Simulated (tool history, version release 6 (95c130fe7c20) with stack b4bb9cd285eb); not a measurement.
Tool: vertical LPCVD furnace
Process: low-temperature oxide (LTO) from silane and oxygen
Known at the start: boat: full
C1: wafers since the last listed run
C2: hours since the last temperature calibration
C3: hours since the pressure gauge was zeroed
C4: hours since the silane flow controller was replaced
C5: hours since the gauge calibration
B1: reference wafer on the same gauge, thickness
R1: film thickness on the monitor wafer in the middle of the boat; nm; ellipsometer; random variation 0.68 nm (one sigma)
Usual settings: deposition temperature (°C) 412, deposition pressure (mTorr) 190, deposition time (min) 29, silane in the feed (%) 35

{"run": 1, "day": 0.0, "deposition temperature (°C)": 412, "deposition pressure (mTorr)": 190, "deposition time (min)": 29, "silane in the feed (%)": 35, "C1": 0, "C2": 2116.4, "C3": 3395.7, "C4": 6647.7, "C5": 394.8, "B1": 244.08, "R1": 225.6}
{"run": 2, "day": 0.692, "deposition temperature (°C)": 412, "deposition pressure (mTorr)": 190, "deposition time (min)": 34, "silane in the feed (%)": 35, "C1": 299, "C2": 2133, "C3": 3412.3, "C4": 6664.3, "C5": 411.4, "B1": 243.98, "R1": 264.1}
{"run": 3, "day": 0.954, "deposition temperature (°C)": 412, "deposition pressure (mTorr)": 190, "deposition time (min)": 34, "silane in the feed (%)": 35, "C1": 113, "C2": 2139.3, "C3": 3418.6, "C4": 6670.6, "C5": 417.7, "B1": 244.11, "R1": 265.27}
{"run": 4, "day": 1.308, "deposition temperature (°C)": 412, "deposition pressure (mTorr)": 190, "deposition time (min)": 29, "silane in the feed (%)": 35, "C1": 153, "C2": 2147.8, "C3": 3427.1, "C4": 6679.1, "C5": 426.2, "B1": 244.24, "R1": 224.93}
{"run": 5, "day": 1.825, "deposition temperature (°C)": 412, "deposition pressure (mTorr)": 190, "deposition time (min)": 29, "silane in the feed (%)": 35, "C1": 223, "C2": 2160.2, "C3": 3439.5, "C4": 6691.5, "C5": 438.6, "B1": 243.65, "R1": 225.55}
{"run": 6, "day": 2.346, "deposition temperature (°C)": 412, "deposition pressure (mTorr)": 190, "deposition time (min)": 29, "silane in the feed (%)": 35, "C1": 225, "C2": 2172.7, "C3": 3452, "C4": 6704, "C5": 451.1, "B1": 243.82, "R1": 224.25}
{"run": 7, "day": 2.767, "deposition temperature (°C)": 412, "deposition pressure (mTorr)": 190, "deposition time (min)": 29, "silane in the feed (%)": 35, "C1": 181, "C2": 2182.8, "C3": 3462.1, "C4": 6714.1, "C5": 461.2, "B1": 243.88, "R1": 224.84}
{"run": 8, "day": 3.329, "deposition temperature (°C)": 412, "deposition pressure (mTorr)": 190, "deposition time (min)": 29, "silane in the feed (%)": 35, "C1": 243, "C2": 2196.3, "C3": 3475.6, "C4": 6727.6, "C5": 474.7, "B1": 244.07, "R1": 225.69}
{"run": 9, "day": 3.671, "deposition temperature (°C)": 412, "deposition pressure (mTorr)": 190, "deposition time (min)": 29, "silane in the feed (%)": 35, "C1": 147, "C2": 2204.5, "C3": 3483.8, "C4": 6735.8, "C5": 482.9, "B1": 243.72, "R1": 225.9}
{"run": 10, "day": 4.271, "deposition temperature (°C)": 412, "deposition pressure (mTorr)": 190, "deposition time (min)": 26.5, "silane in the feed (%)": 30, "C1": 259, "C2": 2218.9, "C3": 3498.2, "C4": 6750.2, "C5": 497.3, "B1": 244.08, "R1": 166.1}
{"run": 11, "day": 4.808, "deposition temperature (°C)": 412, "deposition pressure (mTorr)": 190, "deposition time (min)": 26.5, "silane in the feed (%)": 30, "C1": 232, "C2": 2231.8, "C3": 3511.1, "C4": 6763.1, "C5": 510.2, "B1": 243.86, "R1": 166.69}
{"run": 12, "day": 5.829, "deposition temperature (°C)": 412, "deposition pressure (mTorr)": 190, "deposition time (min)": 26.5, "silane in the feed (%)": 30, "C1": 441, "C2": 2256.3, "C3": 3535.6, "C4": 6787.6, "C5": 534.7, "B1": 243.63, "R1": 167}
{"run": 13, "day": 6.554, "deposition temperature (°C)": 412, "deposition pressure (mTorr)": 190, "deposition time (min)": 29, "silane in the feed (%)": 35, "C1": 313, "C2": 2273.7, "C3": 3553, "C4": 6805, "C5": 552.1, "B1": 243.94, "R1": 224.81}
{"run": 14, "day": 6.988, "deposition temperature (°C)": 412, "deposition pressure (mTorr)": 145, "deposition time (min)": 29, "silane in the feed (%)": 35, "C1": 187, "C2": 2284.1, "C3": 3563.4, "C4": 6815.4, "C5": 562.5, "B1": 243.85, "R1": 172.07}
{"run": 15, "day": 7.267, "deposition temperature (°C)": 405, "deposition pressure (mTorr)": 150, "deposition time (min)": 33, "silane in the feed (%)": 32, "C1": 120, "C2": 2290.8, "C3": 3570.1, "C4": 6822.1, "C5": 569.2, "B1": 243.95, "R1": 166.82}
{"day": 7.583, "done": "gauge calibrated"}
{"day": 8.475, "done": "thermocouples replaced and temperature profile calibrated"}
{"run": 16, "day": 8.496, "deposition temperature (°C)": 402, "deposition pressure (mTorr)": 190, "deposition time (min)": 32.5, "silane in the feed (%)": 35, "C1": 99, "C2": 0.5, "C3": 3599.6, "C4": 6851.6, "C5": 21.9, "B1": 244.22, "R1": 224.7}
{"run": 17, "day": 8.654, "deposition temperature (°C)": 402, "deposition pressure (mTorr)": 230, "deposition time (min)": 18.5, "silane in the feed (%)": 32, "C1": 68, "C2": 4.3, "C3": 3603.4, "C4": 6855.4, "C5": 25.7, "B1": 243.93, "R1": 137.96}
{"run": 18, "day": 8.812, "deposition temperature (°C)": 402, "deposition pressure (mTorr)": 190, "deposition time (min)": 32.5, "silane in the feed (%)": 35, "C1": 68, "C2": 8.1, "C3": 3607.2, "C4": 6859.2, "C5": 29.5, "B1": 244.17, "R1": 225.35}
{"day": 10.162, "done": "pressure gauge zeroed"}
{"run": 19, "day": 10.183, "deposition temperature (°C)": 412, "deposition pressure (mTorr)": 205, "deposition time (min)": 29, "silane in the feed (%)": 31, "C1": 160, "C2": 41, "C3": 0.5, "C4": 6892.1, "C5": 62.4, "B1": 243.91, "R1": 205.48}
{"run": 20, "day": 10.342, "deposition temperature (°C)": 412, "deposition pressure (mTorr)": 190, "deposition time (min)": 38, "silane in the feed (%)": 42, "C1": 68, "C2": 44.8, "C3": 4.3, "C4": 6895.9, "C5": 66.2, "B1": 243.95, "R1": 366.54}

Forecast run 21:
{"run": 21, "day": 10.5, "deposition temperature (°C)": 412, "deposition pressure (mTorr)": 190, "deposition time (min)": 29, "silane in the feed (%)": 35, "C1": 68, "C2": 48.6, "C3": 8.1, "C4": 6899.7, "C5": 70, "B1": "?", "R1": "?"}

Run 21 gave B1 244.09, R1 223.88 nm.
Without the tool's hidden state the same run would have given R1 223.88 nm.

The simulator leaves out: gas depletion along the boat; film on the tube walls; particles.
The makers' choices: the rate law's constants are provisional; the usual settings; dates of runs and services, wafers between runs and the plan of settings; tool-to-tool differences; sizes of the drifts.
